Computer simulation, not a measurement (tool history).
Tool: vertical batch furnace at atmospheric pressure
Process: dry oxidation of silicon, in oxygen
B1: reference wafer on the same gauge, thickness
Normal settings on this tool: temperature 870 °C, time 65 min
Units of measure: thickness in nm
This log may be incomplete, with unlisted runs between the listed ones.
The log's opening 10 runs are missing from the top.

{"run": 11, "day": 10.471, "temperature": 870, "time": 65, "B1": 13.71, "thickness": 16.74}
{"run": 12, "day": 11.925, "temperature": 870, "time": 65, "B1": 13.69, "thickness": 16.8}
{"run": 13, "day": 12.429, "temperature": 870, "time": 65, "B1": 13.7, "thickness": 16.73}
{"run": 14, "day": 13.562, "temperature": 870, "time": 85, "B1": 13.7, "thickness": 20.11}
{"run": 15, "day": 14.083, "temperature": 870, "time": 85, "B1": 13.68, "thickness": 20.2}
{"day": 18.183, "done": "boat lift adjusted"}
{"run": 16, "day": 18.258, "temperature": 870, "time": 85, "B1": 13.7, "thickness": 20.09}
{"run": 17, "day": 18.821, "temperature": 877, "time": 65, "B1": 13.71, "thickness": 18.23}
{"run": 18, "day": 19.538, "temperature": 870, "time": 36, "B1": 13.7, "thickness": 11.19}
{"run": 19, "day": 20.046, "temperature": 848, "time": 53, "B1": 13.71, "thickness": 11.32}
{"run": 20, "day": 21.346, "temperature": 861, "time": 45, "B1": 13.72, "thickness": 11.82}
{"day": 23.154, "done": "thermocouples replaced and temperature profile calibrated"}
{"run": 21, "day": 23.175, "temperature": 870, "time": 35, "B1": 13.7, "thickness": 11.26}
{"run": 22, "day": 23.346, "temperature": 845, "time": 52.5, "B1": 13.7, "thickness": 11.19}
{"run": 23, "day": 24.325, "temperature": 880, "time": 97.5, "B1": 13.69, "thickness": 25.39}
{"run": 24, "day": 25.479, "temperature": 870, "time": 65, "B1": 13.71, "thickness": 17.35}
{"run": 25, "day": 26.779, "temperature": 883, "time": 65, "B1": 13.71, "thickness": 19.9}
{"day": 28.254, "done": "thermocouples replaced and temperature profile calibrated, repeated, since the last time left the tool worse"}
{"run": 26, "day": 28.267, "temperature": 887, "time": 53, "B1": 13.69, "thickness": 16.95}
{"day": 28.388, "done": "gauge calibrated"}
{"run": 27, "day": 29.704, "temperature": 870, "time": 65, "B1": 13.71, "thickness": 16.18}
{"run": 28, "day": 31.125, "temperature": 870, "time": 85.5, "B1": 13.7, "thickness": 19.67}
{"run": 29, "day": 31.642, "temperature": 853, "time": 55, "B1": 13.7, "thickness": 11.89}
{"run": 30, "day": 32.642, "temperature": 870, "time": 94.5, "B1": 13.71, "thickness": 21}
{"run": 31, "day": 33.767, "temperature": 848, "time": 33, "B1": 13.69, "thickness": 7.69}
{"run": 32, "day": 35.175, "temperature": 887, "time": 75, "B1": 13.7, "thickness": 21.56}
{"run": 33, "day": 36.104, "temperature": 870, "time": 65, "B1": 13.69, "thickness": 16.16}
{"run": 34, "day": 37.338, "temperature": 888, "time": 88, "B1": 13.7, "thickness": 24.04}

4 options for the next run, each taken on its own from the tool as it stands now. Forecast them:
{"run": "A", "day": 37.508, "temperature": 894, "time": 65, "B1": "?", "thickness": "?"}
{"run": "B", "day": 37.508, "temperature": 883, "time": 38, "B1": "?", "thickness": "?"}
{"run": "C", "day": 37.508, "temperature": 894, "time": 82.5, "B1": "?", "thickness": "?"}
{"run": "D", "day": 37.508, "temperature": 876, "time": 38.5, "B1": "?", "thickness": "?"}

run=A B1=13.69 thickness=21.18
run=B B1=13.69 thickness=13.07
run=C B1=13.69 thickness=24.79
run=D B1=13.69 thickness=12.19
Stripped of hidden state, with their random variation kept, the same runs would have yielded:
run=A thickness=21.05
run=B thickness=12.98
run=C thickness=24.63
run=D thickness=12.1
